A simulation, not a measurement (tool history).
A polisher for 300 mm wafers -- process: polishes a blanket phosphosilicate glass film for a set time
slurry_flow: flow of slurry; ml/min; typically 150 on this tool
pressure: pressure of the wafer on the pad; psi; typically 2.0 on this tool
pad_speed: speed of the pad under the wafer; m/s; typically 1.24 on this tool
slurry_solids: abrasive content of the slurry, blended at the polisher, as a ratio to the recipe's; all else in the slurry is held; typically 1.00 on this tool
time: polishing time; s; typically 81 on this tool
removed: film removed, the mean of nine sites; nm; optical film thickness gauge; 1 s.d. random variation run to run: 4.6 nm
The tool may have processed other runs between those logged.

run,hour,slurry_flow,pressure,pad_speed,slurry_solids,time,wafers since the last listed run,wafers polished on this pad,hours since the slurry nozzle was cleaned,hours since the head pressure was calibrated,hours since the slurry blender was calibrated,hours since the conditioning disc was replaced,"incoming thickness of the incoming film, nm",removed
1,0.0,150,2.0,1.24,1.00,81,0,1136,746.4,371.3,304.1,76.7,1853.3,409.7
2,11.3,150,2.0,1.24,1.00,81,158,1294,757.7,382.6,315.4,88.0,1893.4,397.3
# hour 23.2: worn pad replaced by a new one
3,23.7,150,2.0,1.12,1.00,81,117,6,770.1,395.0,327.8,100.4,1850.0,405.3
4,38.1,150,2.0,1.12,1.00,81,201,208,784.5,409.4,342.2,114.8,1874.3,406.2
5,44.6,150,2.0,1.12,1.00,81,91,299,791.0,415.9,348.7,121.3,1855.3,400.1
6,62.6,150,2.0,1.24,1.00,88,252,551,809.0,433.9,366.7,139.3,1861.3,476.6
# hour 70.8: slurry blender recalibrated
7,72.0,150,2.0,1.24,1.00,88,103,655,818.4,443.3,1.2,148.7,1833.2,477.4
8,79.7,150,2.0,1.24,1.00,73,107,763,826.1,451.0,8.9,156.4,1878.8,387.2
9,88.6,150,2.0,1.24,1.00,81,124,888,835.0,459.9,17.8,165.3,1850.5,421.9
# hour 98.0: head pressure recalibrated
10,105.1,150,2.0,1.24,1.00,81,203,1091,851.5,7.1,34.3,181.8,1859.2,408.2
# hour 109.5: slurry nozzle cleaned
11,117.3,150,2.0,1.24,1.00,81,156,1248,7.8,19.3,46.5,194.0,1831.1,403.1
# hour 124.3: worn pad replaced by a new one
12,131.4,150,2.0,1.24,1.00,81,141,99,21.9,33.4,60.6,208.1,1872.4,436.2
13,138.7,135,2.0,1.24,1.00,99,102,201,29.2,40.7,67.9,215.4,1875.4,535.7
14,150.0,150,2.0,1.24,1.15,89,158,360,40.5,52.0,79.2,226.7,1858.9,508.6
# hour 157.9: conditioning disc replaced and pad reconditioned
15,162.9,150,2.0,1.24,1.00,81,152,512,53.4,64.9,92.1,5.0,1863.7,441.6
16,176.7,150,2.0,1.24,1.00,81,193,706,67.2,78.7,105.9,18.8,1851.9,429.5
17,194.5,125,2.0,1.24,1.00,81,249,955,85.0,96.5,123.7,36.6,1840.5,409.1
18,203.4,150,2.0,1.46,1.00,68,124,1080,93.9,105.4,132.6,45.5,1893.4,393.0
19,217.3,150,2.0,1.24,1.00,81,194,1275,107.8,119.3,146.5,59.4,1875.8,400.2
# hour 227.1: worn pad replaced by a new one
20,230.9,150,1.7,1.24,1.00,81,134,53,121.4,132.9,160.1,73.0,1837.4,368.0
21,244.0,150,2.0,0.92,1.15,91,183,237,134.5,146.0,173.2,86.1,1822.4,412.8
22,255.6,105,2.0,1.24,1.30,81,162,399,146.1,157.6,184.8,97.7,1876.6,464.2
23,272.6,150,2.0,1.60,1.00,81,238,638,163.1,174.6,201.8,114.7,1853.1,525.4
24,288.3,150,2.0,0.92,1.00,81,220,858,178.8,190.3,217.5,130.4,1863.4,338.4
25,296.7,150,2.0,0.88,1.00,81,117,976,187.2,198.7,225.9,138.8,1860.1,314.9
26,312.9,170,2.0,1.24,1.00,81,227,1203,203.4,214.9,242.1,155.0,1863.9,405.8

Pick out some run-to-run changes in removed. Of each, how much would a tool without hidden state show as well, from the settings, what came in and chance, and how much is left for the hidden state and any gauge scatter not in both results compared?
Hidden state at play: removal rate lost through wear of the pad, %; slurry flow missing at the pad, %; deviation of the head's pressure from its setpoint, %; abrasive missing from the slurry, %; time polished since the conditioner stopped cutting, s.
Run 11 -> 12: worn pad replaced by a new one. removed +33.1 nm: hidden state +37.2, all else -4.1.
Run 12 -> 13: slurry_flow 150 -> 135, time 81 -> 99. removed +99.5 nm: hidden state -2.3, all else +101.8.
Run 19 -> 20: pressure 2.0 -> 1.7, worn pad replaced by a new one. removed -32.2 nm: hidden state +36.0, all else -68.2.
Run 23 -> 24: pad_speed 1.60 -> 0.92. removed -187.0 nm: hidden state +2.0, all else -189.0.
